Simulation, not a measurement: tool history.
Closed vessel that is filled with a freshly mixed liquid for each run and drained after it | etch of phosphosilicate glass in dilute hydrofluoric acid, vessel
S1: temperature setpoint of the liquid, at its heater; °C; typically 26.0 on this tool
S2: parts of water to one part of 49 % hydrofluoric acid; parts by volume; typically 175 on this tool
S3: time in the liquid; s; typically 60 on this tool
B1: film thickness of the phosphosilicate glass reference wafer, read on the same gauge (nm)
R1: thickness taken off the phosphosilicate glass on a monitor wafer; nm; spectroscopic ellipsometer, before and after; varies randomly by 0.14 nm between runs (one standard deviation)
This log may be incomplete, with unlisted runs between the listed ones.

run   hour    S1   S2  S3      B1     R1
  1    0.0  26.0  175  60  150.00  43.38
  2   44.3  26.0  175  60  149.98  43.57
  3   99.8  26.0  175  60  149.99  43.31
  4  150.2  26.0  175  60  150.01  43.20
     160.9  -- hydrofluoric acid flow meter replaced, repeated, since the last time left the tool worse
     182.1  -- gauge calibrated
  5  193.1  26.0  175  60  150.01  44.54
  6  339.6  26.0  175  60  150.00  44.89
  7  395.2  26.0  175  60  149.99  44.91
  8  495.9  26.0  230  60  150.00  32.07
  9  535.7  26.0  175  60  150.01  44.64
 10  578.5  26.0  115  60  150.01  73.09
 11  629.6  29.5  150  60  149.99  60.67
 12  722.6  27.5  175  60  150.02  46.87
 13  759.8  27.5  120  60  150.00  73.28
 14  858.1  28.5  260  60  150.01  29.68
 15  923.4  30.0  150  30  150.01  30.62
 16  985.5  23.0  175  80  150.01  52.86

Run 17, settings as shown, results not yet in. Your forecast:
     1053.4  -- hydrofluoric acid flow meter replaced
 17  1093.5  26.0  175  60   ?   ?

Run 17 produced B1 150.00, R1 44.84 nm.
Were there no unlogged condition in the tool, this run, its random variation unchanged, would have produced R1 44.89 nm.

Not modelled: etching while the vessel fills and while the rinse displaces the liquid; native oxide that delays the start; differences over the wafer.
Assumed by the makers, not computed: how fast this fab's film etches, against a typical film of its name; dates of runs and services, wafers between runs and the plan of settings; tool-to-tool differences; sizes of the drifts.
